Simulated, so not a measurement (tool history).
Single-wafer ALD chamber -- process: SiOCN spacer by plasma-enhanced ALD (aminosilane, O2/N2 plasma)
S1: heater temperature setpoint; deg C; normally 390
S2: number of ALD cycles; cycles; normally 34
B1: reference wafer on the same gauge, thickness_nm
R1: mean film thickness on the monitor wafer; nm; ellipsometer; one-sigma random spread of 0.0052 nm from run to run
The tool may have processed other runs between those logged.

Run 1, hour 0.0: usual settings; B1 2.149. Result: R1 2.070 nm.
Run 2, hour 8.7: usual settings; B1 2.150. Result: R1 2.072 nm.
Run 3, hour 26.4: usual settings; B1 2.149. Result: R1 2.075 nm.
Run 4, hour 44.2: usual settings but S1 380 deg C; B1 2.152. Result: R1 2.073 nm.
Run 5, hour 60.0: usual settings but S1 396 deg C; B1 2.151. Result: R1 2.083 nm.
Run 6, hour 76.9: usual settings but S1 396 deg C; B1 2.151. Result: R1 2.075 nm.
Run 7, hour 91.3: usual settings; B1 2.151. Result: R1 2.066 nm.
Run 8, hour 100.4: usual settings; B1 2.151. Result: R1 2.083 nm.
Run 9, hour 114.3: usual settings; B1 2.151. Result: R1 2.073 nm.
Run 10, hour 129.1: usual settings but S1 382 deg C; B1 2.150. Result: R1 2.084 nm.
Run 11, hour 137.1: usual settings; B1 2.151. Result: R1 2.071 nm.
Run 12, hour 154.4: usual settings; B1 2.150. Result: R1 2.076 nm.
Run 13, hour 165.0: usual settings; B1 2.151. Result: R1 2.075 nm.
Run 14, hour 180.3: usual settings but S1 379 deg C, S2 31 cycles; B1 2.152. Result: R1 1.890 nm.
Run 15, hour 194.2: usual settings; B1 2.149. Result: R1 2.070 nm.
Run 16, hour 224.7: usual settings; B1 2.151. Result: R1 2.077 nm.
Run 17, hour 231.7: usual settings; B1 2.149. Result: R1 2.072 nm.
Run 18, hour 247.3: usual settings; B1 2.149. Result: R1 2.064 nm.
Run 19, hour 256.2: usual settings; B1 2.149. Result: R1 2.073 nm.
Run 20, hour 268.0: usual settings; B1 2.149. Result: R1 2.076 nm.
Run 21, hour 274.2: usual settings but S2 30 cycles; B1 2.151. Result: R1 1.837 nm.
At hour 289.7: thermocouple changed; heater temperature recalibrated.
Run 22, hour 290.2: usual settings; B1 2.150. Result: R1 2.075 nm.
Run 23, hour 298.2: usual settings but S1 403 deg C, S2 31 cycles; B1 2.150. Result: R1 1.867 nm.
Run 24, hour 315.5: usual settings but S1 379 deg C, S2 31 cycles; B1 2.150. Result: R1 1.890 nm.
Run 25, hour 326.6: usual settings; B1 2.150. Result: R1 2.072 nm.
Run 26, hour 339.4: usual settings but S1 403 deg C, S2 31 cycles; B1 2.150. Result: R1 1.863 nm.
At hour 370.4: gauge calibrated.
Run 27, hour 383.3: usual settings but S2 37 cycles; B1 2.150. Result: R1 2.256 nm.
Run 28, hour 413.7: usual settings; B1 2.151. Result: R1 2.078 nm.
Run 29, hour 423.3: usual settings but S1 401 deg C; B1 2.149. Result: R1 2.054 nm.
Run 30, hour 437.0: usual settings but S1 376 deg C, S2 39 cycles; B1 2.150. Result: R1 2.376 nm.
Run 31, hour 454.0: usual settings; B1 2.150. Result: R1 2.072 nm.

Run 32, settings as shown, results not yet in. Your forecast:
Run 32, hour 470.7: usual settings; B1 ?. Result: R1 ?.

Run 32 measured B1 2.150, R1 2.072 nm.
With no hidden state in the tool, this same run would have given R1 2.072 nm.

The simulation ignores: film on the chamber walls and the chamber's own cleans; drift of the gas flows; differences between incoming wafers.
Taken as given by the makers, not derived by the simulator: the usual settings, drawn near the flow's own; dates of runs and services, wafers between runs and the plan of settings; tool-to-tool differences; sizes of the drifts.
